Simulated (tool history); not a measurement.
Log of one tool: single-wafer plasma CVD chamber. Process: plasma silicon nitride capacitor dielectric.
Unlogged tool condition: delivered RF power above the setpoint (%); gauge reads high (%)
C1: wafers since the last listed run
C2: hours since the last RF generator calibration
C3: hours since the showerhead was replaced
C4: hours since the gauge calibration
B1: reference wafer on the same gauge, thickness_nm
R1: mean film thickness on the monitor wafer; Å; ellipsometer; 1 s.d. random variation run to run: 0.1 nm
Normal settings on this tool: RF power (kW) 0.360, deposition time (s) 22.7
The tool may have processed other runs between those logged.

Run 1, hour 0.0: usual settings but RF power (kW) 0.380; C1 0; C2 46.6; C3 1876.1; C4 1066.9; B1 24.805. Result: R1 312.90 Å.
At hour 9.6: gauge calibrated.
Run 2, hour 26.8: usual settings but RF power (kW) 0.380; C1 476; C2 73.4; C3 1902.9; C4 17.2; B1 24.779. Result: R1 314.03 Å.
Run 3, hour 87.3: usual settings but RF power (kW) 0.380; C1 1074; C2 133.9; C3 1963.4; C4 77.7; B1 24.837. Result: R1 314.60 Å.
Run 4, hour 150.9: usual settings; C1 1130; C2 197.5; C3 2027.0; C4 141.3; B1 24.802. Result: R1 309.32 Å.
Run 5, hour 176.0: usual settings; C1 445; C2 222.6; C3 2052.1; C4 166.4; B1 24.795. Result: R1 308.49 Å.
Run 6, hour 229.5: usual settings but deposition time (s) 25.1; C1 950; C2 276.1; C3 2105.6; C4 219.9; B1 24.782. Result: R1 341.62 Å.
Run 7, hour 263.9: usual settings but deposition time (s) 25.1; C1 611; C2 310.5; C3 2140.0; C4 254.3; B1 24.828. Result: R1 340.65 Å.
Run 8, hour 290.4: usual settings but deposition time (s) 25.1; C1 470; C2 337.0; C3 2166.5; C4 280.8; B1 24.819. Result: R1 341.49 Å.
Run 9, hour 341.8: usual settings but deposition time (s) 25.6; C1 913; C2 388.4; C3 2217.9; C4 332.2; B1 24.779. Result: R1 347.16 Å.
Run 10, hour 380.2: usual settings but deposition time (s) 25.6; C1 682; C2 426.8; C3 2256.3; C4 370.6; B1 24.835. Result: R1 346.42 Å.
Run 11, hour 451.7: usual settings; C1 1270; C2 498.3; C3 2327.8; C4 442.1; B1 24.796. Result: R1 310.91 Å.
Run 12, hour 498.8: usual settings; C1 836; C2 545.4; C3 2374.9; C4 489.2; B1 24.804. Result: R1 309.27 Å.
Run 13, hour 537.1: usual settings; C1 680; C2 583.7; C3 2413.2; C4 527.5; B1 24.801. Result: R1 307.97 Å.
Run 14, hour 579.0: usual settings but RF power (kW) 0.345, deposition time (s) 19.6; C1 744; C2 625.6; C3 2455.1; C4 569.4; B1 24.815. Result: R1 262.44 Å.
Run 15, hour 612.1: usual settings but RF power (kW) 0.345, deposition time (s) 19.6; C1 588; C2 658.7; C3 2488.2; C4 602.5; B1 24.812. Result: R1 263.36 Å.
Run 16, hour 660.9: usual settings but RF power (kW) 0.345, deposition time (s) 19.6; C1 867; C2 707.5; C3 2537.0; C4 651.3; B1 24.819. Result: R1 261.95 Å.
Run 17, hour 707.5: usual settings; C1 828; C2 754.1; C3 2583.6; C4 697.9; B1 24.818. Result: R1 309.01 Å.
Run 18, hour 773.0: usual settings; C1 1163; C2 819.6; C3 2649.1; C4 763.4; B1 24.800. Result: R1 308.79 Å.
Run 19, hour 827.7: usual settings; C1 971; C2 874.3; C3 2703.8; C4 818.1; B1 24.805. Result: R1 306.98 Å.
Run 20, hour 892.2: usual settings; C1 1146; C2 938.8; C3 2768.3; C4 882.6; B1 24.774. Result: R1 308.41 Å.
Run 21, hour 939.4: usual settings but RF power (kW) 0.405; C1 838; C2 986.0; C3 2815.5; C4 929.8; B1 24.824. Result: R1 321.31 Å.
Run 22, hour 968.9: usual settings; C1 524; C2 1015.5; C3 2845.0; C4 959.3; B1 24.813. Result: R1 307.11 Å.
Run 23, hour 999.8: usual settings; C1 549; C2 1046.4; C3 2875.9; C4 990.2; B1 24.826. Result: R1 307.81 Å.
At hour 1019.2: RF generator calibrated.
Run 24, hour 1061.8: usual settings but deposition time (s) 25.7; C1 959; C2 42.6; C3 2937.9; C4 1052.2; B1 24.778. Result: R1 350.34 Å.
Run 25, hour 1097.3: usual settings but deposition time (s) 26.9; C1 630; C2 78.1; C3 2973.4; C4 1087.7; B1 24.818. Result: R1 366.54 Å.
Run 26, hour 1131.9: usual settings; C1 614; C2 112.7; C3 3008.0; C4 1122.3; B1 24.767. Result: R1 309.89 Å.
Run 27, hour 1163.8: usual settings but RF power (kW) 0.395; C1 566; C2 144.6; C3 3039.9; C4 1154.2; B1 24.749. Result: R1 317.84 Å.
Run 28, hour 1212.8: usual settings but RF power (kW) 0.380, deposition time (s) 25.1; C1 870; C2 193.6; C3 3088.9; C4 1203.2; B1 24.791. Result: R1 346.47 Å.
Run 29, hour 1250.5: usual settings but RF power (kW) 0.430, deposition time (s) 26.3; C1 669; C2 231.3; C3 3126.6; C4 1240.9; B1 24.780. Result: R1 379.14 Å.

For run 30, what comes out?
Run 30, hour 1284.4: usual settings but RF power (kW) 0.395, deposition time (s) 21.4; C1 602; C2 265.2; C3 3160.5; C4 1274.8; B1 ?. Result: R1 ?.

Run 30 produced B1 24.793, R1 300.69 Å.
Had the tool carried no hidden state, the very same run would have given R1 300.69 Å.

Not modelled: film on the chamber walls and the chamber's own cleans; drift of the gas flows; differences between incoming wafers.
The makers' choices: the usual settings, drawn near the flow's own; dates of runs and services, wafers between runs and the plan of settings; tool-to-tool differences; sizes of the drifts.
